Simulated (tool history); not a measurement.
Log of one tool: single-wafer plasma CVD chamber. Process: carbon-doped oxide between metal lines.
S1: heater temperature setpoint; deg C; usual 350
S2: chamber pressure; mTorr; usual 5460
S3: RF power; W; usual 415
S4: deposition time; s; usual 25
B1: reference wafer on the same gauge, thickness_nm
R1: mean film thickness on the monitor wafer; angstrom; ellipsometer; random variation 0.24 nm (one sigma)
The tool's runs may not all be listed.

run   hour   S1    S2   S3    S4       B1       R1
  1      0  357  5460  415    25  104.043  1161.78
  2   18.7  357  5460  415    25  104.062  1162.93
  3   35.4  350  5460  415    25  104.049   1185.5
  4   52.1  350  5460  415    25  103.985  1190.29
  5   85.4  350  5460  415    25   104.01  1185.12
  6  116.6  359  5460  415    25      104  1158.39
  7  148.2  359  5460  415    25  103.972  1154.64
  8  160.5  350  5460  415    25  103.944   1191.9
  9  174.9  350  5460  415    25  104.002  1186.62
     200.6  -- showerhead replaced
 10  201.1  359  4390  415  27.6  104.011  1210.07
 11  230.7  350  4220  415    25  104.066  1118.26
 12  266.2  350  6650  495    25  104.008  1323.64
 13    280  345  5460  415    25  104.035  1208.47
 14  312.3  350  5460  470  20.9  103.977  1055.56
 15  341.8  362  5460  335    25  103.968  1041.67
 16  361.8  345  5460  475    25  103.994  1289.38
 17  375.2  350  5460  415    25  104.034   1187.1
     400.3  -- gauge calibrated
     415.3  -- thermocouple changed; heater temperature recalibrated
 18  415.8  341  5460  445  21.7  104.026  1104.38
 19  433.2  350  4870  415    25  104.005  1150.68
 20  454.8  350  5460  415  28.7  104.009  1357.27
     464.1  -- capacitance manometer re-zeroed and calibrated
     492.8  -- RF generator calibrated
 21  493.3  359  5460  415  23.7  103.998  1093.72
 22  508.3  350  5460  365    25  104.027  1123.27
 23  525.4  345  5460  475    25  103.955  1289.71
 24  542.1  350  5460  475  23.5  104.079  1192.37
 25  561.2  350  5850  415    25   104.02  1200.94
 26  587.9  350  5460  450    25  103.934  1233.61

The next listed run, before its measurement:
 27  613.8  350  5460  415  25   ?   ?

Run 27 gave B1 103.966, R1 1185.36 angstrom.
Without the tool's hidden state the same run would have given R1 1185.36 angstrom.

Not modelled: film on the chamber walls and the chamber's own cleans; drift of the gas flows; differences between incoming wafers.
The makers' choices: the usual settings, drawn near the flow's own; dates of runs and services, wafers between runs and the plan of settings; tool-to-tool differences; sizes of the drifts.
